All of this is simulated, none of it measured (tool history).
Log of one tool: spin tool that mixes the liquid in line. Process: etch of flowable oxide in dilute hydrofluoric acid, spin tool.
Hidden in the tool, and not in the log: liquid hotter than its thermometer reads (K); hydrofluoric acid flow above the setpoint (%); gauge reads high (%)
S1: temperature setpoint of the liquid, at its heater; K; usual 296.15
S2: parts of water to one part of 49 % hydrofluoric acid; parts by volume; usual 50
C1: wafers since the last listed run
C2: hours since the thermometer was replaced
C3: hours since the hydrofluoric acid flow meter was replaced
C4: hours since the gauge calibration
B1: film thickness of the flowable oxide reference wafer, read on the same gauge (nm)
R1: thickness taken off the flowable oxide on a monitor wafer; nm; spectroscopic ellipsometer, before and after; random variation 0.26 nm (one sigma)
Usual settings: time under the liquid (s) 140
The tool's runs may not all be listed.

{"run": 1, "hour": 0.0, "S1": 296.15, "S2": 50, "time under the liquid (s)": 140, "C1": 0, "C2": 483.5, "C3": 887.4, "C4": 143.8, "B1": 60.03, "R1": 60.95}
{"run": 2, "hour": 31.2, "S1": 296.15, "S2": 50, "time under the liquid (s)": 140, "C1": 330, "C2": 514.7, "C3": 918.6, "C4": 175, "B1": 60, "R1": 61.5}
{"run": 3, "hour": 45.4, "S1": 296.15, "S2": 50, "time under the liquid (s)": 190, "C1": 150, "C2": 528.9, "C3": 932.8, "C4": 189.2, "B1": 60, "R1": 83.63}
{"run": 4, "hour": 66.3, "S1": 296.15, "S2": 50, "time under the liquid (s)": 190, "C1": 221, "C2": 549.8, "C3": 953.7, "C4": 210.1, "B1": 60, "R1": 83.11}
{"run": 5, "hour": 82.8, "S1": 296.15, "S2": 50, "time under the liquid (s)": 140, "C1": 174, "C2": 566.3, "C3": 970.2, "C4": 226.6, "B1": 60.02, "R1": 61.71}
{"run": 6, "hour": 103.6, "S1": 296.15, "S2": 50, "time under the liquid (s)": 140, "C1": 220, "C2": 587.1, "C3": 991, "C4": 247.4, "B1": 60.01, "R1": 61.85}
{"run": 7, "hour": 196.3, "S1": 296.15, "S2": 50, "time under the liquid (s)": 140, "C1": 982, "C2": 679.8, "C3": 1083.7, "C4": 340.1, "B1": 60, "R1": 62.07}
{"run": 8, "hour": 227.6, "S1": 296.15, "S2": 50, "time under the liquid (s)": 140, "C1": 331, "C2": 711.1, "C3": 1115, "C4": 371.4, "B1": 59.99, "R1": 61.97}
{"run": 9, "hour": 242.0, "S1": 296.15, "S2": 50, "time under the liquid (s)": 140, "C1": 152, "C2": 725.5, "C3": 1129.4, "C4": 385.8, "B1": 59.99, "R1": 62.09}
{"run": 10, "hour": 259.9, "S1": 296.15, "S2": 50, "time under the liquid (s)": 140, "C1": 189, "C2": 743.4, "C3": 1147.3, "C4": 403.7, "B1": 60, "R1": 62.71}
{"run": 11, "hour": 283.0, "S1": 296.15, "S2": 50, "time under the liquid (s)": 175, "C1": 244, "C2": 766.5, "C3": 1170.4, "C4": 426.8, "B1": 60, "R1": 78.16}
{"run": 12, "hour": 310.8, "S1": 296.15, "S2": 50, "time under the liquid (s)": 175, "C1": 294, "C2": 794.3, "C3": 1198.2, "C4": 454.6, "B1": 60.01, "R1": 77.86}
{"run": 13, "hour": 350.6, "S1": 296.15, "S2": 50, "time under the liquid (s)": 140, "C1": 421, "C2": 834.1, "C3": 1238, "C4": 494.4, "B1": 60.01, "R1": 62.45}
{"run": 14, "hour": 371.4, "S1": 296.15, "S2": 50, "time under the liquid (s)": 140, "C1": 220, "C2": 854.9, "C3": 1258.8, "C4": 515.2, "B1": 60.01, "R1": 62.67}
{"run": 15, "hour": 400.7, "S1": 292.15, "S2": 50, "time under the liquid (s)": 110, "C1": 310, "C2": 884.2, "C3": 1288.1, "C4": 544.5, "B1": 60.02, "R1": 41.91}
{"run": 16, "hour": 414.8, "S1": 291.15, "S2": 60, "time under the liquid (s)": 85, "C1": 149, "C2": 898.3, "C3": 1302.2, "C4": 558.6, "B1": 59.99, "R1": 25.29}
{"hour": 416.2, "done": "hydrofluoric acid flow meter replaced"}
{"hour": 418.7, "done": "thermometer replaced"}
{"run": 17, "hour": 445.6, "S1": 296.15, "S2": 60, "time under the liquid (s)": 185, "C1": 305, "C2": 26.9, "C3": 29.4, "C4": 589.4, "B1": 60, "R1": 62.65}
{"hour": 455.0, "done": "gauge calibrated"}
{"run": 18, "hour": 464.6, "S1": 296.15, "S2": 45, "time under the liquid (s)": 140, "C1": 201, "C2": 45.9, "C3": 48.4, "C4": 9.6, "B1": 60.01, "R1": 64.3}
{"run": 19, "hour": 490.2, "S1": 293.15, "S2": 50, "time under the liquid (s)": 80, "C1": 271, "C2": 71.5, "C3": 74, "C4": 35.2, "B1": 60.01, "R1": 28.88}
{"run": 20, "hour": 524.5, "S1": 296.15, "S2": 50, "time under the liquid (s)": 140, "C1": 363, "C2": 105.8, "C3": 108.3, "C4": 69.5, "B1": 59.99, "R1": 57.41}
{"run": 21, "hour": 556.6, "S1": 293.15, "S2": 65, "time under the liquid (s)": 140, "C1": 340, "C2": 137.9, "C3": 140.4, "C4": 101.6, "B1": 60, "R1": 38.23}
{"run": 22, "hour": 591.3, "S1": 296.15, "S2": 35, "time under the liquid (s)": 140, "C1": 367, "C2": 172.6, "C3": 175.1, "C4": 136.3, "B1": 60.01, "R1": 83.98}
{"run": 23, "hour": 603.7, "S1": 291.65, "S2": 25, "time under the liquid (s)": 200, "C1": 131, "C2": 185, "C3": 187.5, "C4": 148.7, "B1": 59.99, "R1": 140.39}
{"run": 24, "hour": 625.0, "S1": 299.65, "S2": 50, "time under the liquid (s)": 140, "C1": 225, "C2": 206.3, "C3": 208.8, "C4": 170, "B1": 60.01, "R1": 66.84}
{"run": 25, "hour": 660.5, "S1": 299.65, "S2": 30, "time under the liquid (s)": 140, "C1": 376, "C2": 241.8, "C3": 244.3, "C4": 205.5, "B1": 59.99, "R1": 114.93}
{"run": 26, "hour": 684.1, "S1": 296.15, "S2": 50, "time under the liquid (s)": 140, "C1": 250, "C2": 265.4, "C3": 267.9, "C4": 229.1, "B1": 60, "R1": 58.32}
{"run": 27, "hour": 707.6, "S1": 299.15, "S2": 40, "time under the liquid (s)": 75, "C1": 248, "C2": 288.9, "C3": 291.4, "C4": 252.6, "B1": 59.99, "R1": 45.07}
{"run": 28, "hour": 736.8, "S1": 296.15, "S2": 50, "time under the liquid (s)": 140, "C1": 309, "C2": 318.1, "C3": 320.6, "C4": 281.8, "B1": 60, "R1": 58.68}

Measured less the same run without the tool's hidden state. The same run-to-run variation is in both; the gauge's scatter may not be:
run=1 R1=+4.63
run=2 R1=+4.8
run=3 R1=+6.6
run=4 R1=+6.66
run=5 R1=+5.01
run=6 R1=+5.1
run=7 R1=+5.49
run=8 R1=+5.59
run=9 R1=+5.66
run=10 R1=+5.78
run=11 R1=+7.32
run=12 R1=+7.42
run=13 R1=+6.11
run=14 R1=+6.21
run=15 R1=+4.2
run=16 R1=+2.57
run=17 R1=+0.66
run=18 R1=+0.76
run=19 R1=+0.39
run=20 R1=+0.93
run=21 R1=+0.72
run=22 R1=+1.73
run=23 R1=+2.95
run=24 R1=+1.58
run=25 R1=+2.91
run=26 R1=+1.6
run=27 R1=+1.31
run=28 R1=+1.83
